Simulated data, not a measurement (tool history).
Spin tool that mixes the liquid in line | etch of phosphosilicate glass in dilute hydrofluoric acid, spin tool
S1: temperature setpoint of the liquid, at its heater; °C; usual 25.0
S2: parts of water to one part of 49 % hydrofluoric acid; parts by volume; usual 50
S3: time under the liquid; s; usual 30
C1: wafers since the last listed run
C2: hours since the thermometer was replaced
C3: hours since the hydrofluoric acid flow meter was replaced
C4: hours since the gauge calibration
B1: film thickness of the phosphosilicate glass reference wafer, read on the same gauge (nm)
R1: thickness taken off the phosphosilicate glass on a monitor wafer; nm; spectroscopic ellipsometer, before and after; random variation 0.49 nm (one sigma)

| run | day | S1 | S2 | S3 | C1 | C2 | C3 | C4 | B1 | R1 |
|---|---|---|---|---|---|---|---|---|---|---|
| 1 | 0.000 | 25.0 | 50 | 45 | 0 | 2125.1 | 780.2 | 30.6 | 119.99 | 141.51 |
| 2 | 0.992 | 25.0 | 50 | 45 | 332 | 2148.9 | 804.0 | 54.4 | 119.99 | 141.90 |
| 3 | 1.554 | 25.0 | 50 | 45 | 188 | 2162.4 | 817.5 | 67.9 | 119.99 | 141.70 |
| 4 | 2.175 | 25.0 | 50 | 30 | 208 | 2177.3 | 832.4 | 82.8 | 120.00 | 94.08 |
| 5 | 2.796 | 25.0 | 50 | 30 | 208 | 2192.2 | 847.3 | 97.7 | 120.00 | 94.98 |
| 6 | 3.325 | 29.0 | 50 | 40 | 177 | 2204.9 | 860.0 | 110.4 | 120.00 | 150.18 |
| 7 | 4.683 | 27.5 | 40 | 30 | 456 | 2237.5 | 892.6 | 143.0 | 120.01 | 133.77 |
| 8 | 5.617 | 20.0 | 50 | 30 | 313 | 2259.9 | 915.0 | 165.4 | 119.98 | 77.96 |
| 9 | 6.529 | 25.0 | 50 | 20 | 306 | 2281.8 | 936.9 | 187.3 | 120.02 | 63.72 |
|  | 7.212 | hydrofluoric acid flow meter replaced |
| 10 | 7.771 | 21.0 | 70 | 20 | 402 | 2311.6 | 13.4 | 217.1 | 120.00 | 36.56 |
| 11 | 8.496 | 23.5 | 50 | 30 | 243 | 2329.0 | 30.8 | 234.5 | 120.00 | 87.20 |
| 12 | 9.212 | 30.0 | 55 | 25 | 240 | 2346.2 | 48.0 | 251.7 | 119.99 | 84.72 |
|  | 10.033 | thermometer replaced |
| 13 | 10.633 | 28.0 | 65 | 15 | 463 | 14.4 | 82.1 | 285.8 | 120.01 | 35.63 |
| 14 | 12.779 | 25.0 | 50 | 30 | 720 | 65.9 | 133.6 | 337.3 | 119.99 | 82.80 |
| 15 | 14.117 | 30.0 | 70 | 35 | 449 | 98.0 | 165.7 | 369.4 | 119.99 | 82.48 |
| 16 | 16.108 | 25.0 | 30 | 30 | 668 | 145.8 | 213.5 | 417.2 | 120.01 | 144.53 |
| 17 | 17.567 | 25.0 | 50 | 30 | 489 | 180.8 | 248.5 | 452.2 | 120.00 | 85.38 |
| 18 | 18.208 | 30.0 | 50 | 30 | 215 | 196.2 | 263.9 | 467.6 | 120.02 | 102.92 |
| 19 | 19.317 | 27.5 | 35 | 35 | 372 | 222.8 | 290.5 | 494.2 | 120.00 | 160.09 |
| 20 | 19.917 | 25.0 | 50 | 30 | 201 | 237.2 | 304.9 | 508.6 | 120.00 | 85.77 |
| 21 | 21.225 | 25.0 | 35 | 15 | 439 | 268.6 | 336.3 | 540.0 | 120.01 | 62.08 |
| 22 | 21.871 | 25.0 | 70 | 45 | 216 | 284.1 | 351.8 | 555.5 | 120.01 | 89.10 |
| 23 | 23.217 | 21.5 | 75 | 30 | 451 | 316.4 | 384.1 | 587.8 | 120.01 | 48.50 |
| 24 | 24.433 | 25.0 | 50 | 30 | 408 | 345.6 | 413.3 | 617.0 | 120.00 | 85.57 |
| 25 | 25.812 | 25.0 | 50 | 25 | 463 | 378.7 | 446.4 | 650.1 | 120.00 | 71.88 |
| 26 | 27.817 | 26.5 | 25 | 15 | 672 | 426.8 | 494.5 | 698.2 | 120.01 | 95.33 |
| 27 | 28.575 | 25.0 | 50 | 30 | 254 | 445.0 | 512.7 | 716.4 | 119.99 | 86.74 |
| 28 | 29.275 | 27.5 | 45 | 30 | 235 | 461.8 | 529.5 | 733.2 | 120.01 | 106.38 |
| 29 | 33.004 | 25.0 | 50 | 30 | 1252 | 551.3 | 619.0 | 822.7 | 120.00 | 87.45 |
| 30 | 33.579 | 28.5 | 50 | 30 | 193 | 565.1 | 632.8 | 836.5 | 119.99 | 100.79 |
| 31 | 34.646 | 25.0 | 50 | 35 | 358 | 590.7 | 658.4 | 862.1 | 120.01 | 102.13 |

The same runs without the tool's hidden state, with the same run-to-run variation:
The hidden state here: liquid hotter than its thermometer reads (K); hydrofluoric acid flow above the setpoint (%); gauge reads high (%).
| run | R1 |
|---|---|
| 1 | 123.52 |
| 2 | 123.58 |
| 3 | 123.30 |
| 4 | 81.75 |
| 5 | 82.43 |
| 6 | 130.59 |
| 7 | 115.82 |
| 8 | 67.01 |
| 9 | 54.88 |
| 10 | 32.57 |
| 11 | 77.60 |
| 12 | 75.75 |
| 13 | 35.20 |
| 14 | 81.39 |
| 15 | 80.92 |
| 16 | 141.13 |
| 17 | 83.12 |
| 18 | 100.14 |
| 19 | 155.37 |
| 20 | 83.09 |
| 21 | 59.98 |
| 22 | 85.99 |
| 23 | 46.64 |
| 24 | 82.13 |
| 25 | 68.79 |
| 26 | 90.89 |
| 27 | 82.53 |
| 28 | 101.10 |
| 29 | 82.44 |
| 30 | 95.00 |
| 31 | 95.97 |
